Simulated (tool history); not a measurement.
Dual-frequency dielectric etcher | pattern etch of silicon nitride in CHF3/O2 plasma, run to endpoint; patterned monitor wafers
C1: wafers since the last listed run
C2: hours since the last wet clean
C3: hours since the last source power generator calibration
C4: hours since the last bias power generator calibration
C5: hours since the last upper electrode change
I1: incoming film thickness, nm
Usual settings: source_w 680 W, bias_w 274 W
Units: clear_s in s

Run 1, hour 0: usual settings; C1 0; C2 331.9; C3 3341.4; C4 2326.6; C5 3771.9; I1 99.4. Result: clear_s 55.1 s.
Run 2, hour 18.9: usual settings; C1 158; C2 350.8; C3 3360.3; C4 2345.5; C5 3790.8; I1 99.8. Result: clear_s 55.4 s.
Run 3, hour 37.8: usual settings but source_w 790 W; C1 158; C2 369.7; C3 3379.2; C4 2364.4; C5 3809.7; I1 98.6. Result: clear_s 52.1 s.
Run 4, hour 59.3: usual settings but source_w 790 W; C1 180; C2 391.2; C3 3400.7; C4 2385.9; C5 3831.2; I1 98.5. Result: clear_s 51.6 s.
Run 5, hour 72.4: usual settings but source_w 780 W; C1 109; C2 404.3; C3 3413.8; C4 2399; C5 3844.3; I1 99.3. Result: clear_s 52.4 s.
Run 6, hour 96.5: usual settings but source_w 780 W; C1 202; C2 428.4; C3 3437.9; C4 2423.1; C5 3868.4; I1 99.9. Result: clear_s 52.4 s.
Run 7, hour 113: usual settings but source_w 780 W; C1 138; C2 444.9; C3 3454.4; C4 2439.6; C5 3884.9; I1 98.9. Result: clear_s 52.3 s.
At hour 125.5: bias power generator calibrated.
Run 8, hour 132.7: usual settings but source_w 770 W, bias_w 327 W; C1 131; C2 464.6; C3 3474.1; C4 7.2; C5 3904.6; I1 98.6. Result: clear_s 49.7 s.
At hour 157.7: source power generator calibrated.
Run 9, hour 158.3: usual settings; C1 181; C2 490.2; C3 0.6; C4 32.8; C5 3930.2; I1 98. Result: clear_s 53.8 s.
Run 10, hour 181.9: usual settings but source_w 840 W, bias_w 225 W; C1 198; C2 513.8; C3 24.2; C4 56.4; C5 3953.8; I1 97.2. Result: clear_s 52.1 s.
Run 11, hour 203.4: usual settings but source_w 790 W; C1 180; C2 535.3; C3 45.7; C4 77.9; C5 3975.3; I1 99.7. Result: clear_s 51.9 s.
At hour 243.7: upper electrode replaced.
At hour 245.4: wet clean of the chamber.
Run 12, hour 245.9: usual settings but source_w 600 W, bias_w 314 W; C1 141; C2 0.5; C3 88.2; C4 120.4; C5 2.2; I1 98.3. Result: clear_s 55.7 s.
Run 13, hour 305.9: usual settings but source_w 830 W, bias_w 298 W; C1 503; C2 60.5; C3 148.2; C4 180.4; C5 62.2; I1 98.8. Result: clear_s 50.5 s.
Run 14, hour 322.6: usual settings but bias_w 245 W; C1 140; C2 77.2; C3 164.9; C4 197.1; C5 78.9; I1 98.7. Result: clear_s 57.5 s.

Forecast run 15:
Run 15, hour 356.9: usual settings but bias_w 219 W; C1 287; C2 111.5; C3 199.2; C4 231.4; C5 113.2; I1 98.7. Result: clear_s ?.

{"run 15": {"clear_s": 58.2}}
Without the tool's hidden state the same run would have given clear_s 58.6 s.

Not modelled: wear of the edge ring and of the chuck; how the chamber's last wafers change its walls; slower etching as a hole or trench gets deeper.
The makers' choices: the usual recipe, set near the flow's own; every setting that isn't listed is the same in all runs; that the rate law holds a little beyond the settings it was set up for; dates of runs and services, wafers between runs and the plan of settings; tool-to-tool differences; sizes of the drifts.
